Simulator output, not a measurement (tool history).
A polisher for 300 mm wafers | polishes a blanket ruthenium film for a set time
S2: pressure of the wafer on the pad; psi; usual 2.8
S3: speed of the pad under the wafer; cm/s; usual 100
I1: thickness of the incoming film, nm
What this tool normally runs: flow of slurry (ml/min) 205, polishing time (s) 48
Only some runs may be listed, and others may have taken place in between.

Run 1, hour 0.0: usual settings; I1 378.3. Result: film removed (nm) 64.1.
Run 2, hour 56.1: usual settings; I1 370.6. Result: film removed (nm) 59.1.
Run 3, hour 102.9: usual settings; I1 364.2. Result: film removed (nm) 57.6.
Run 4, hour 193.4: usual settings; I1 369.4. Result: film removed (nm) 56.5.
At hour 204.3: worn pad replaced by a new one.
Run 5, hour 260.1: usual settings; I1 370.6. Result: film removed (nm) 57.9.
Run 6, hour 296.7: usual settings; I1 368.5. Result: film removed (nm) 56.3.
At hour 338.8: slurry nozzle cleaned.
Run 7, hour 343.3: usual settings; I1 373.7. Result: film removed (nm) 54.4.
At hour 394.1: worn pad replaced by a new one.
Run 8, hour 429.3: usual settings but flow of slurry (ml/min) 240, S2 2.4 psi, S3 86 cm/s, polishing time (s) 55; I1 370.4. Result: film removed (nm) 51.2.
Run 9, hour 496.5: usual settings but S2 3.2 psi; I1 376.3. Result: film removed (nm) 64.7.
At hour 572.8: worn pad replaced by a new one.
Run 10, hour 590.1: usual settings but flow of slurry (ml/min) 140, S2 2.4 psi, S3 66 cm/s; I1 370.1. Result: film removed (nm) 30.1.
Run 11, hour 696.0: usual settings; I1 366.0. Result: film removed (nm) 53.5.
At hour 738.3: slurry nozzle cleaned.
Run 12, hour 740.9: usual settings but S3 72 cm/s; I1 365.5. Result: film removed (nm) 38.0.
At hour 756.6: worn pad replaced by a new one.
At hour 773.0: head pressure recalibrated.
Run 13, hour 876.1: usual settings but polishing time (s) 40; I1 368.1. Result: film removed (nm) 49.7.
At hour 960.2: worn pad replaced by a new one.
Run 14, hour 982.4: usual settings but flow of slurry (ml/min) 275, S2 1.8 psi, S3 66 cm/s, polishing time (s) 62; I1 374.0. Result: film removed (nm) 35.2.

Hidden state or all else? Some run-to-run changes of film removed (nm), split into what the settings, what came in and random variation would give without the hidden state, and what is left for the hidden state (with any gauge scatter that isn't in both results):
Hidden conditions of the tool in this case: removal rate lost through wear of the pad, %; slurry flow missing at the pad, %; deviation of the head's pressure from its setpoint, %.
Run 9 -> 10: flow of slurry (ml/min) 205 -> 140, S2 3.2 -> 2.4, S3 100 -> 66, worn pad replaced by a new one. film removed (nm) -34.6: hidden state +11.2, all else -45.8.
